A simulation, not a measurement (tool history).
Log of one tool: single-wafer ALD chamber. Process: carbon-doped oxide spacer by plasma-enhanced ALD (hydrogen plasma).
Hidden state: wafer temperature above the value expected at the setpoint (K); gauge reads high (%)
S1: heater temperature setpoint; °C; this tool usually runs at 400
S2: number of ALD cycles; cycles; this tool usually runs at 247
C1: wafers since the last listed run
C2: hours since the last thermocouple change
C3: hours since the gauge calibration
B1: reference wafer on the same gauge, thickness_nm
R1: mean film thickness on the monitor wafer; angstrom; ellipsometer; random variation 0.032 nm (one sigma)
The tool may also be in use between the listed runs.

run	hour	S1	S2	C1	C2	C3	B1	R1
1	0.0	400	265	0	853.4	43.7	10.102	120.47
2	25.7	390	211	48	879.1	69.4	10.095	97.08
3	61.3	400	247	67	914.7	105.0	10.109	112.65
4	106.6	400	247	85	960.0	150.3	10.102	112.70
5	154.6	404	247	91	1008.0	198.3	10.105	110.20
6	198.2	404	247	82	1051.6	241.9	10.107	110.34
7	249.7	404	247	97	1103.1	293.4	10.101	110.41
8	300.7	393	247	96	1154.1	344.4	10.093	114.37
# hour 352.2: thermocouple changed; heater temperature recalibrated
9	352.7	393	247	83	0.5	396.4	10.098	114.18
10	398.8	408	269	87	46.6	442.5	10.086	121.54
# hour 447.5: gauge calibrated
11	451.0	409	247	99	98.8	3.5	10.101	110.71
12	505.8	400	247	103	153.6	58.3	10.099	114.56
13	681.8	387	210	333	329.6	234.3	10.098	96.73
14	719.5	400	218	71	367.3	272.0	10.098	100.46
15	773.5	393	247	102	421.3	326.0	10.099	114.13
16	829.7	389	247	106	477.5	382.2	10.095	113.47
17	865.2	400	247	67	513.0	417.7	10.107	113.51
18	928.2	391	281	119	576.0	480.7	10.092	130.09

Here are 3 independent what-if runs from the current tool condition. What would each one return?
A	929.0	400	247	1	576.8	481.5	?	?
B	929.0	404	230	1	576.8	481.5	?	?
C	929.0	410	263	1	576.8	481.5	?	?

run	B1	R1
A	10.091	113.60
B	10.091	104.34
C	10.091	116.84
What these runs would have given with no unlogged condition in the tool:
run	R1
A	114.17
B	104.87
C	117.44
